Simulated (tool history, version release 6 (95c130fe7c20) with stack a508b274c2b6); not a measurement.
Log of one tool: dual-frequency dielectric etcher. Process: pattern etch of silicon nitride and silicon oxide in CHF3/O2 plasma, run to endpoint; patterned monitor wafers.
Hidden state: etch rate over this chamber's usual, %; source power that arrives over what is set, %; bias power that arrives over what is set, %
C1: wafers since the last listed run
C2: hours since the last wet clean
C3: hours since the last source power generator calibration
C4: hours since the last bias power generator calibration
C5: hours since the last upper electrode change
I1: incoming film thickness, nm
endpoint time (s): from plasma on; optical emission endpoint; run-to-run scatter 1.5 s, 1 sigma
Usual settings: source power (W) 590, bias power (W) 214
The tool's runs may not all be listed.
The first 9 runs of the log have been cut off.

Run 10, hour 590.3: usual settings but source power (W) 510, bias power (W) 182; C1 390; C2 123.5; C3 1672.0; C4 3043.5; C5 2117.8; I1 250.7. Result: endpoint time (s) 188.1.
Run 11, hour 661.2: usual settings; C1 630; C2 194.4; C3 1742.9; C4 3114.4; C5 2188.7; I1 248.6. Result: endpoint time (s) 161.1.
Run 12, hour 765.9: usual settings; C1 931; C2 299.1; C3 1847.6; C4 3219.1; C5 2293.4; I1 250.9. Result: endpoint time (s) 163.4.
At hour 873.4: source power generator calibrated.
At hour 875.2: wet clean of the chamber.
Run 13, hour 875.7: usual settings; C1 925; C2 0.5; C3 2.3; C4 3328.9; C5 2403.2; I1 247.6. Result: endpoint time (s) 164.6.
Run 14, hour 933.1: usual settings; C1 510; C2 57.9; C3 59.7; C4 3386.3; C5 2460.6; I1 250.5. Result: endpoint time (s) 165.5.
Run 15, hour 1024.2: usual settings; C1 810; C2 149.0; C3 150.8; C4 3477.4; C5 2551.7; I1 252.8. Result: endpoint time (s) 167.3.
Run 16, hour 1082.5: usual settings but source power (W) 450, bias power (W) 259; C1 518; C2 207.3; C3 209.1; C4 3535.7; C5 2610.0; I1 247.5. Result: endpoint time (s) 165.5.
Run 17, hour 1156.3: usual settings but source power (W) 720; C1 656; C2 281.1; C3 282.9; C4 3609.5; C5 2683.8; I1 248.4. Result: endpoint time (s) 145.9.
At hour 1318.6: wet clean of the chamber.
Run 18, hour 1348.7: usual settings but source power (W) 680, bias power (W) 186; C1 1498; C2 30.1; C3 475.3; C4 3801.9; C5 2876.2; I1 252.0. Result: endpoint time (s) 166.3.
Run 19, hour 1427.0: usual settings but source power (W) 660, bias power (W) 250; C1 696; C2 108.4; C3 553.6; C4 3880.2; C5 2954.5; I1 250.8. Result: endpoint time (s) 147.7.
Run 20, hour 1507.4: usual settings but source power (W) 510, bias power (W) 256; C1 715; C2 188.8; C3 634.0; C4 3960.6; C5 3034.9; I1 249.4. Result: endpoint time (s) 157.6.
Run 21, hour 1599.1: usual settings; C1 816; C2 280.5; C3 725.7; C4 4052.3; C5 3126.6; I1 248.5. Result: endpoint time (s) 161.1.
At hour 1640.8: bias power generator calibrated.
At hour 1647.5: upper electrode replaced.
Run 22, hour 1698.4: usual settings but source power (W) 490; C1 787; C2 379.8; C3 825.0; C4 57.6; C5 50.9; I1 249.3. Result: endpoint time (s) 170.9.
Run 23, hour 1762.7: usual settings; C1 572; C2 444.1; C3 889.3; C4 121.9; C5 115.2; I1 253.4. Result: endpoint time (s) 162.0.
At hour 1806.8: wet clean of the chamber.
Run 24, hour 1836.4: usual settings but bias power (W) 160; C1 442; C2 29.6; C3 963.0; C4 195.6; C5 188.9; I1 249.5. Result: endpoint time (s) 191.9.
Run 25, hour 1872.5: usual settings but source power (W) 530, bias power (W) 196; C1 321; C2 65.7; C3 999.1; C4 231.7; C5 225.0; I1 252.1. Result: endpoint time (s) 183.2.
Run 26, hour 1953.8: usual settings; C1 723; C2 147.0; C3 1080.4; C4 313.0; C5 306.3; I1 253.9. Result: endpoint time (s) 166.9.
Run 27, hour 2010.9: usual settings but source power (W) 660, bias power (W) 184; C1 508; C2 204.1; C3 1137.5; C4 370.1; C5 363.4; I1 252.8. Result: endpoint time (s) 169.4.
Run 28, hour 2108.9: usual settings but bias power (W) 239; C1 872; C2 302.1; C3 1235.5; C4 468.1; C5 461.4; I1 252.1. Result: endpoint time (s) 155.8.
Run 29, hour 2204.8: usual settings but bias power (W) 160; C1 853; C2 398.0; C3 1331.4; C4 564.0; C5 557.3; I1 250.0. Result: endpoint time (s) 183.3.
Run 30, hour 2245.4: usual settings but source power (W) 520, bias power (W) 246; C1 361; C2 438.6; C3 1372.0; C4 604.6; C5 597.9; I1 252.5. Result: endpoint time (s) 161.5.

What if the next run were any one of these 4? Each begins from the tool's condition after run 30:
Run A, hour 2245.9: usual settings; C1 4; C2 439.1; C3 1372.5; C4 605.1; C5 598.4; I1 253.3. Result: endpoint time (s) ?.
Run B, hour 2245.9: usual settings but source power (W) 640, bias power (W) 177; C1 4; C2 439.1; C3 1372.5; C4 605.1; C5 598.4; I1 253.3. Result: endpoint time (s) ?.
Run C, hour 2245.9: usual settings but source power (W) 470, bias power (W) 247; C1 4; C2 439.1; C3 1372.5; C4 605.1; C5 598.4; I1 253.3. Result: endpoint time (s) ?.
Run D, hour 2245.9: usual settings but source power (W) 740; C1 4; C2 439.1; C3 1372.5; C4 605.1; C5 598.4; I1 253.3. Result: endpoint time (s) ?.

run  endpoint time (s)
  A              162.4
  B              171.4
  C              166.9
  D              148.1
Had the tool no hidden state, the same runs would have come out as:
run  endpoint time (s)
  A              169.5
  B              178.8
  C              174.2
  D              154.6
